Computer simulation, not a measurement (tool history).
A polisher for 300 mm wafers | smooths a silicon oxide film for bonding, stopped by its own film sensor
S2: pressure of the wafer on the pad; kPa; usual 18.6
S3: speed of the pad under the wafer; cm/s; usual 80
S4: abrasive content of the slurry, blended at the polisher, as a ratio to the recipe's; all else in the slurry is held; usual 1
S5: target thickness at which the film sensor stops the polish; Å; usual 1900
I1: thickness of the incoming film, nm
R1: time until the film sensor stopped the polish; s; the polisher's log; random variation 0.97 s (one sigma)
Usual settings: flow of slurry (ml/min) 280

run 1 day=0 | flow_of_slurry_(ml/min)=280 S2=18.6 S3=80 S4=1 S5=1900 | I1=236.3 | R1=50.6
run 2 day=1 | flow_of_slurry_(ml/min)=280 S2=18.6 S3=80 S4=0.85 S5=1900 | I1=237.4 | R1=59.1
-- day=2.742 slurry blender recalibrated
run 3 day=2.812 | flow_of_slurry_(ml/min)=280 S2=18.6 S3=80 S4=0.85 S5=1900 | I1=240.3 | R1=64
-- day=3.571 worn pad replaced by a new one
run 4 day=3.854 | flow_of_slurry_(ml/min)=280 S2=18.6 S3=80 S4=1 S5=1900 | I1=240.7 | R1=54.3
run 5 day=5.562 | flow_of_slurry_(ml/min)=280 S2=18.6 S3=80 S4=1 S5=1900 | I1=239.2 | R1=52.7
run 6 day=6.721 | flow_of_slurry_(ml/min)=280 S2=18.6 S3=80 S4=1 S5=1940 | I1=234.6 | R1=44.7
run 7 day=8.7 | flow_of_slurry_(ml/min)=280 S2=18.6 S3=80 S4=1 S5=1940 | I1=240.1 | R1=47
run 8 day=9.954 | flow_of_slurry_(ml/min)=280 S2=18.6 S3=80 S4=1 S5=1900 | I1=242.4 | R1=54.6
-- day=12.238 head pressure recalibrated
run 9 day=12.7 | flow_of_slurry_(ml/min)=280 S2=22.1 S3=80 S4=1 S5=1970 | I1=240.2 | R1=44.3
run 10 day=13.708 | flow_of_slurry_(ml/min)=280 S2=22.1 S3=80 S4=1 S5=1970 | I1=244.4 | R1=49.7
run 11 day=15.588 | flow_of_slurry_(ml/min)=280 S2=22.1 S3=80 S4=1 S5=1970 | I1=236.6 | R1=42.1
-- day=15.729 slurry nozzle cleaned
-- day=16.646 slurry blender recalibrated
-- day=17.067 worn pad replaced by a new one
run 12 day=18.279 | flow_of_slurry_(ml/min)=280 S2=18.6 S3=80 S4=1 S5=1900 | I1=243.4 | R1=60.1
run 13 day=19.292 | flow_of_slurry_(ml/min)=280 S2=18.6 S3=80 S4=1 S5=1900 | I1=237.3 | R1=51.6
run 14 day=21.917 | flow_of_slurry_(ml/min)=210 S2=18.6 S3=80 S4=0.75 S5=1900 | I1=243.8 | R1=81.1
run 15 day=24.354 | flow_of_slurry_(ml/min)=185 S2=21.4 S3=56 S4=1 S5=1900 | I1=244.2 | R1=75
-- day=26.054 head pressure recalibrated
run 16 day=26.779 | flow_of_slurry_(ml/min)=280 S2=18.6 S3=102 S4=1 S5=1900 | I1=237.5 | R1=45.2
run 17 day=28.388 | flow_of_slurry_(ml/min)=210 S2=18.6 S3=80 S4=0.75 S5=1900 | I1=239.7 | R1=83
-- day=28.992 worn pad replaced by a new one
-- day=30.617 slurry blender recalibrated
run 18 day=31.138 | flow_of_slurry_(ml/min)=280 S2=18.6 S3=80 S4=1 S5=1900 | I1=236.6 | R1=53.7
-- day=34.404 slurry nozzle cleaned
run 19 day=38.217 | flow_of_slurry_(ml/min)=330 S2=18.6 S3=68 S4=1 S5=2020 | I1=237.5 | R1=43
-- day=39.254 head pressure recalibrated
run 20 day=40.2 | flow_of_slurry_(ml/min)=195 S2=22.8 S3=80 S4=1 S5=1900 | I1=241.6 | R1=52.6
run 21 day=41.467 | flow_of_slurry_(ml/min)=205 S2=15.9 S3=80 S4=1 S5=1900 | I1=237.7 | R1=62.8
run 22 day=42.988 | flow_of_slurry_(ml/min)=280 S2=18.6 S3=80 S4=1 S5=2060 | I1=239.2 | R1=37.3
-- day=43.246 worn pad replaced by a new one
-- day=44.812 slurry blender recalibrated
run 23 day=45.621 | flow_of_slurry_(ml/min)=280 S2=18.6 S3=80 S4=1 S5=1900 | I1=237 | R1=51.9
run 24 day=47.675 | flow_of_slurry_(ml/min)=235 S2=18.6 S3=80 S4=1 S5=1900 | I1=237 | R1=55.6
run 25 day=48.742 | flow_of_slurry_(ml/min)=280 S2=18.6 S3=80 S4=1 S5=1950 | I1=241.5 | R1=52.5
run 26 day=50.733 | flow_of_slurry_(ml/min)=330 S2=18.6 S3=80 S4=1.15 S5=1900 | I1=242 | R1=50.4
-- day=52.454 slurry nozzle cleaned
run 27 day=53.35 | flow_of_slurry_(ml/min)=280 S2=22.8 S3=80 S4=1 S5=1900 | I1=236.1 | R1=42.3
-- day=54.117 head pressure recalibrated
run 28 day=55.183 | flow_of_slurry_(ml/min)=280 S2=24.8 S3=72 S4=0.85 S5=1960 | I1=237.9 | R1=47.1
-- day=56.804 slurry blender recalibrated
run 29 day=56.825 | flow_of_slurry_(ml/min)=280 S2=18.6 S3=80 S4=0.85 S5=1900 | I1=239 | R1=63.2
-- day=58.788 worn pad replaced by a new one
run 30 day=59.146 | flow_of_slurry_(ml/min)=315 S2=18.6 S3=58 S4=1 S5=1900 | I1=243.2 | R1=75.3
run 31 day=60.996 | flow_of_slurry_(ml/min)=360 S2=16.5 S3=92 S4=1 S5=1900 | I1=240.2 | R1=50.9

Forecast each of these 3 alternatives for the next run:
run A day=61.012 | flow_of_slurry_(ml/min)=280 S2=18.6 S3=68 S4=1 S5=1900 | I1=241.6 | R1=?
run B day=61.012 | flow_of_slurry_(ml/min)=210 S2=20 S3=80 S4=1 S5=1900 | I1=241.6 | R1=?
run C day=61.012 | flow_of_slurry_(ml/min)=280 S2=18.6 S3=88 S4=0.8 S5=1900 | I1=241.6 | R1=?

run=A R1=64.7
run=B R1=56.2
run=C R1=64.9
Without the tool's hidden state the same runs would have given:
run=A R1=66.2
run=B R1=57.3
run=C R1=66.5
